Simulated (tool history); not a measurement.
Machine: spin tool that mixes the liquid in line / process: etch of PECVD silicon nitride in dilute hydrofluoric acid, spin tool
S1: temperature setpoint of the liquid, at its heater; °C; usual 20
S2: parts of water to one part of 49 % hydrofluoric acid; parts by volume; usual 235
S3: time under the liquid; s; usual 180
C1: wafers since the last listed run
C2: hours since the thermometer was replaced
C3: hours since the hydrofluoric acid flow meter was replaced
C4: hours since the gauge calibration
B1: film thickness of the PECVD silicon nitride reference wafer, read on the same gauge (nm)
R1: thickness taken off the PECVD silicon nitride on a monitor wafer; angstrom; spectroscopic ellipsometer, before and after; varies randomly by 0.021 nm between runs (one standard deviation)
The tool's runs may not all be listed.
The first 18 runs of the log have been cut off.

run,hour,S1,S2,S3,C1,C2,C3,C4,B1,R1
19,227.1,20,235,140,181,1403.6,159.1,153.9,99.991,7.2
20,239.6,17,235,180,128,1416.1,171.6,166.4,99.995,7.3
# hour 255.8: thermometer replaced
21,256.7,20,235,180,165,0.9,188.7,183.5,99.98,10.91
22,267.3,17,180,255,108,11.5,199.3,194.1,99.96,16.03
23,277.8,17,145,280,107,22,209.8,204.6,99.973,21.58
24,295.3,20,235,240,179,39.5,227.3,222.1,99.981,14.35
25,310.3,20,290,180,153,54.5,242.3,237.1,99.949,8.41
26,326.9,20,235,180,170,71.1,258.9,253.7,99.975,10.91
27,378.1,20,350,180,525,122.3,310.1,304.9,100.006,6.88
28,390.5,24.5,295,250,127,134.7,322.5,317.3,100.057,15.61
29,408.5,18,235,145,184,152.7,340.5,335.3,99.966,7.25
30,425.5,20,235,180,174,169.7,357.5,352.3,100.006,10.47
31,442.8,22.5,235,275,177,187,374.8,369.6,99.97,18.43
32,456.3,20,235,180,138,200.5,388.3,383.1,99.993,10.44

Below are 4 alternative next runs, each starting from the tool's condition after run 32. Predict each:
A,456.8,20,235,180,5,201,388.8,383.6,?,?
B,456.8,23.5,290,125,5,201,388.8,383.6,?,?
C,456.8,17,340,235,5,201,388.8,383.6,?,?
D,456.8,17,310,265,5,201,388.8,383.6,?,?

run,B1,R1
A,100.017,10.23
B,100.017,7.23
C,100.017,7.72
D,100.017,9.5
The same runs, with their run-to-run variation unchanged, on a tool lacking any hidden condition would have given:
run,R1
A,10.6
B,7.47
C,8
D,9.84
